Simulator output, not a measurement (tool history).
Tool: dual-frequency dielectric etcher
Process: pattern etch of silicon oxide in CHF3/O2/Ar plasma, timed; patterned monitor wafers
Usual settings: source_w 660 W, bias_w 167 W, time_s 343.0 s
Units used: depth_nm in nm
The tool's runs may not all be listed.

run	day	source_w	bias_w	time_s	read-back reference wafer on the same gauge, depth_nm	depth_nm
1	0.000	550	167	343.0	698.6	623.9
2	0.492	550	167	343.0	699.0	636.2
3	1.204	550	167	343.0	699.2	625.8
4	1.650	660	167	343.0	698.6	679.0
5	2.142	660	167	343.0	699.2	672.3
6	2.779	660	167	343.0	699.0	663.4
7	3.517	660	167	343.0	699.4	674.5
8	4.225	660	167	343.0	699.2	671.6
9	4.592	660	167	343.0	698.7	674.5
10	5.179	660	167	343.0	698.9	664.1
11	5.688	660	167	343.0	699.4	656.4
12	6.012	660	167	343.0	699.7	671.0
# day 7.612: upper electrode replaced
13	7.633	660	167	343.0	698.1	674.4
14	7.650	660	167	343.0	698.5	667.8
# day 7.683: gauge calibrated
15	7.788	660	207	370.5	698.8	773.2
16	8.271	500	145	251.5	699.1	415.1
17	8.854	660	167	343.0	698.7	662.3
# day 9.054: bias power generator calibrated
18	9.496	750	142	314.5	698.9	601.9
19	10.008	660	167	343.0	699.1	659.8
# day 10.712: source power generator calibrated
# day 11.579: wet clean of the chamber
20	11.600	820	206	434.0	699.4	1023.4
21	11.621	800	167	283.0	698.8	616.5
22	11.979	660	183	343.0	698.4	708.8
23	12.388	720	130	267.0	698.4	506.6
24	13.046	570	167	343.0	699.2	650.5
25	13.454	660	196	377.5	697.9	795.7
26	14.117	660	191	343.0	699.5	715.2
27	14.517	580	167	343.0	699.3	641.6
28	14.779	660	167	343.0	698.5	672.7

Results per run with the tool's hidden condition removed, run-to-run variation unchanged:
What the log doesn't record here: etch rate over this chamber's usual, %; source power that arrives over what is set, %; bias power that arrives over what is set, %; gauge reads high (%).
run	depth_nm
1	637.6
2	651.0
3	641.6
4	697.0
5	691.0
6	683.1
7	695.9
8	694.2
9	698.0
10	688.3
11	681.2
12	697.0
13	703.7
14	696.9
15	807.2
16	433.9
17	693.4
18	631.4
19	693.0
20	1029.3
21	620.1
22	713.6
23	510.6
24	656.7
25	804.3
26	724.2
27	650.3
28	682.4
